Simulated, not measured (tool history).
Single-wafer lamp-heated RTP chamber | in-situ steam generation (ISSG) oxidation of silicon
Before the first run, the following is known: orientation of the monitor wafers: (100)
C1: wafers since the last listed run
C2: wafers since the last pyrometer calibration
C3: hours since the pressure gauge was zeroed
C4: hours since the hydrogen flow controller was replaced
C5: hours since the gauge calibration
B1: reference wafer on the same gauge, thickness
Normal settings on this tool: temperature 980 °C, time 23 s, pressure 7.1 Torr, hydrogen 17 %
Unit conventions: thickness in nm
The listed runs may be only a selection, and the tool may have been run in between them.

Run 1, hour 0: usual settings; C1 0; C2 2281; C3 1489.1; C4 7283.7; C5 152.6; B1 5.081. Result: thickness 5.101 nm.
At hour 23.4: pressure gauge zeroed.
Run 2, hour 49.9: usual settings but pressure 7.4 Torr; C1 373; C2 2654; C3 26.5; C4 7333.6; C5 202.5; B1 5.079. Result: thickness 5.15 nm.
Run 3, hour 56.5: usual settings but pressure 7.4 Torr; C1 58; C2 2713; C3 33.1; C4 7340.2; C5 209.1; B1 5.082. Result: thickness 5.161 nm.
Run 4, hour 70.7: usual settings but pressure 6.9 Torr; C1 126; C2 2840; C3 47.3; C4 7354.4; C5 223.3; B1 5.082. Result: thickness 5.146 nm.
At hour 82.8: hydrogen flow controller replaced.
Run 5, hour 83.6: usual settings; C1 43; C2 2883; C3 60.2; C4 0.8; C5 236.2; B1 5.081. Result: thickness 5.171 nm.
Run 6, hour 95.6: usual settings; C1 106; C2 2990; C3 72.2; C4 12.8; C5 248.2; B1 5.075. Result: thickness 5.152 nm.
Run 7, hour 112.3: usual settings; C1 148; C2 3139; C3 88.9; C4 29.5; C5 264.9; B1 5.083. Result: thickness 5.176 nm.
Run 8, hour 128.1: usual settings but temperature 989 °C, pressure 6.9 Torr, hydrogen 21 %; C1 140; C2 3280; C3 104.7; C4 45.3; C5 280.7; B1 5.081. Result: thickness 5.591 nm.
Run 9, hour 143: usual settings but temperature 992 °C, time 18 s, hydrogen 13 %; C1 132; C2 3413; C3 119.6; C4 60.2; C5 295.6; B1 5.081. Result: thickness 4.567 nm.
Run 10, hour 151.6: usual settings but temperature 994 °C, time 18 s, pressure 6.9 Torr, hydrogen 21 %; C1 76; C2 3490; C3 128.2; C4 68.8; C5 304.2; B1 5.08. Result: thickness 5.139 nm.
Run 11, hour 161.1: usual settings but pressure 7.4 Torr; C1 84; C2 3574; C3 137.7; C4 78.3; C5 313.7; B1 5.078. Result: thickness 5.219 nm.
Run 12, hour 168.8: usual settings but temperature 965 °C, time 28 s, pressure 6.9 Torr, hydrogen 11 %; C1 68; C2 3643; C3 145.4; C4 86; C5 321.4; B1 5.081. Result: thickness 4.9 nm.
Run 13, hour 182.6: usual settings but temperature 997 °C, time 29 s, pressure 8.5 Torr, hydrogen 22 %; C1 123; C2 3766; C3 159.2; C4 99.8; C5 335.2; B1 5.083. Result: thickness 6.638 nm.
Run 14, hour 191.1: usual settings but time 19 s, pressure 8.2 Torr; C1 75; C2 3842; C3 167.7; C4 108.3; C5 343.7; B1 5.074. Result: thickness 4.773 nm.
At hour 196.6: gauge calibrated.
Run 15, hour 200.4: usual settings; C1 82; C2 3925; C3 177; C4 117.6; C5 3.8; B1 5.081. Result: thickness 5.211 nm.
At hour 217.2: pyrometer window cleaned and pyrometer calibrated.
Run 16, hour 217.7: usual settings but temperature 966 °C; C1 82; C2 4; C3 194.3; C4 134.9; C5 21.1; B1 5.078. Result: thickness 4.771 nm.
Run 17, hour 228.9: usual settings but pressure 8 Torr; C1 99; C2 104; C3 205.5; C4 146.1; C5 32.3; B1 5.08. Result: thickness 5.012 nm.
Run 18, hour 243.5: usual settings but pressure 7.5 Torr; C1 130; C2 234; C3 220.1; C4 160.7; C5 46.9; B1 5.079. Result: thickness 5.052 nm.
Run 19, hour 250.1: usual settings but temperature 997 °C, time 19 s, pressure 6.9 Torr, hydrogen 20 %; C1 58; C2 293; C3 226.7; C4 167.3; C5 53.5; B1 5.077. Result: thickness 5.109 nm.
Run 20, hour 257.1: usual settings; C1 62; C2 356; C3 233.7; C4 174.3; C5 60.5; B1 5.084. Result: thickness 5.031 nm.
Run 21, hour 269.3: usual settings but temperature 999 °C, time 17 s, pressure 6.9 Torr; C1 108; C2 464; C3 245.9; C4 186.5; C5 72.7; B1 5.082. Result: thickness 4.682 nm.
Run 22, hour 279.6: usual settings but temperature 971 °C, time 29 s; C1 91; C2 556; C3 256.2; C4 196.8; C5 83; B1 5.08. Result: thickness 5.38 nm.
Run 23, hour 292.9: usual settings but time 19 s; C1 118; C2 675; C3 269.5; C4 210.1; C5 96.3; B1 5.083. Result: thickness 4.605 nm.
Run 24, hour 310: usual settings but pressure 7.8 Torr, hydrogen 11 %; C1 152; C2 827; C3 286.6; C4 227.2; C5 113.4; B1 5.083. Result: thickness 4.619 nm.
Run 25, hour 329.5: usual settings but temperature 988 °C, pressure 6.9 Torr; C1 173; C2 1001; C3 306.1; C4 246.7; C5 132.9; B1 5.083. Result: thickness 5.224 nm.
Run 26, hour 345: usual settings but temperature 991 °C, time 29 s; C1 138; C2 1139; C3 321.6; C4 262.2; C5 148.4; B1 5.084. Result: thickness 5.929 nm.
Run 27, hour 352.3: usual settings but temperature 960 °C, hydrogen 26 %; C1 65; C2 1204; C3 328.9; C4 269.5; C5 155.7; B1 5.08. Result: thickness 5.208 nm.
Run 28, hour 365.8: usual settings but hydrogen 11 %; C1 120; C2 1325; C3 342.4; C4 283; C5 169.2; B1 5.081. Result: thickness 4.609 nm.
Run 29, hour 377.8: usual settings; C1 106; C2 1432; C3 354.4; C4 295; C5 181.2; B1 5.082. Result: thickness 5.062 nm.
Run 30, hour 392.2: usual settings but temperature 994 °C, time 18 s, pressure 6.9 Torr, hydrogen 21 %; C1 128; C2 1560; C3 368.8; C4 309.4; C5 195.6; B1 5.079. Result: thickness 5.044 nm.

Consider 5 possible next runs. They are alternatives, not a sequence: every one starts from the tool as it was left by run 30. What does each give?
Run A, hour 392.6: usual settings; C1 3; C2 1564; C3 369.2; C4 309.8; C5 196; B1 ?. Result: thickness ?.
Run B, hour 392.6: usual settings but temperature 972 °C, time 26 s, pressure 6.9 Torr, hydrogen 11 %; C1 3; C2 1564; C3 369.2; C4 309.8; C5 196; B1 ?. Result: thickness ?.
Run C, hour 392.6: usual settings but temperature 970 °C, pressure 8.5 Torr; C1 3; C2 1564; C3 369.2; C4 309.8; C5 196; B1 ?. Result: thickness ?.
Run D, hour 392.6: usual settings but temperature 985 °C, time 18 s, pressure 6.9 Torr, hydrogen 11 %; C1 3; C2 1564; C3 369.2; C4 309.8; C5 196; B1 ?. Result: thickness ?.
Run E, hour 392.6: usual settings but temperature 989 °C; C1 3; C2 1564; C3 369.2; C4 309.8; C5 196; B1 ?. Result: thickness ?.

run     B1  thickness
  A  5.082      5.049
  B  5.082      4.714
  C  5.082      4.879
  D  5.082      4.158
  E  5.082      5.232
Had the tool no hidden state, the same runs would have come out as:
run  thickness
  A      4.958
  B      4.631
  C      4.796
  D      4.087
  E      5.132

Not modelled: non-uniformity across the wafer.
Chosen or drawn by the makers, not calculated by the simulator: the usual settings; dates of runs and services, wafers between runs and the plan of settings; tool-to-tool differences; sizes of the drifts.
